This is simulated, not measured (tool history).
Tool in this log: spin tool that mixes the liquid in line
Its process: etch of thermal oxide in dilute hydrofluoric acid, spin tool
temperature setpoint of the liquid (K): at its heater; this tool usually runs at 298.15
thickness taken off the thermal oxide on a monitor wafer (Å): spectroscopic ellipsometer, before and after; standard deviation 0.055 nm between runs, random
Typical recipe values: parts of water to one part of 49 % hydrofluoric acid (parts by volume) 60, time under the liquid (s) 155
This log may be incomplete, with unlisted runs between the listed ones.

run	day	temperature setpoint of the liquid (K)	parts of water to one part of 49 % hydrofluoric acid (parts by volume)	time under the liquid (s)	wafers since the last listed run	hours since the thermometer was replaced	hours since the hydrofluoric acid flow meter was replaced	hours since the gauge calibration	read-back film thickness of the thermal oxide reference wafer, read on the same gauge (nm)	thickness taken off the thermal oxide on a monitor wafer (Å)
1	0.000	298.15	60	155	0	274.5	1212.3	204.8	59.98	147.7
2	1.192	298.15	60	155	242	303.1	1240.9	233.4	60.04	146.7
3	2.317	298.15	60	155	228	330.1	1267.9	260.4	59.98	147.9
4	2.821	298.15	60	155	102	342.2	1280.0	272.5	60.03	147.7
5	4.262	298.15	60	155	293	376.8	1314.6	307.1	59.95	148.0
6	5.729	298.15	60	155	298	412.0	1349.8	342.3	59.99	149.0
7	6.875	298.15	60	155	233	439.5	1377.3	369.8	60.01	148.5
8	7.708	298.15	60	155	169	459.5	1397.3	389.8	59.94	148.7
9	8.425	298.15	60	155	145	476.7	1414.5	407.0	60.05	148.9
10	8.946	298.15	60	175	105	489.2	1427.0	419.5	59.99	168.4
11	10.275	298.15	60	175	270	521.1	1458.9	451.4	60.01	169.3
12	11.375	298.15	65	155	223	547.5	1485.3	477.8	60.02	137.3
13	12.838	298.15	65	155	297	582.6	1520.4	512.9	59.98	136.9
# day 13.038: hydrofluoric acid flow meter replaced
14	13.562	295.65	45	205	138	600.0	12.6	530.3	60.01	253.6
# day 13.783: gauge calibrated
15	14.062	300.15	90	205	101	612.0	24.6	6.7	60.05	143.5
16	14.858	294.65	75	230	161	631.1	43.7	25.8	60.01	159.0
17	16.175	298.15	60	155	267	662.7	75.3	57.4	59.99	156.0
18	16.825	298.15	75	155	132	678.3	90.9	73.0	60.06	123.0
# day 17.046: thermometer replaced
19	18.221	298.15	60	155	275	28.2	124.4	106.5	59.99	157.6

Run 20 comes next. What will it give?
20	19.621	302.65	60	235	284	61.8	158.0	140.1	?	?

{"run 20": {"read-back film thickness of the thermal oxide reference wafer, read on the same gauge (nm)": 60.05, "thickness taken off the thermal oxide on a monitor wafer (Å)": 284.9}}
With no hidden state in the tool, this same run would have given thickness taken off the thermal oxide on a monitor wafer (Å) 250.6.

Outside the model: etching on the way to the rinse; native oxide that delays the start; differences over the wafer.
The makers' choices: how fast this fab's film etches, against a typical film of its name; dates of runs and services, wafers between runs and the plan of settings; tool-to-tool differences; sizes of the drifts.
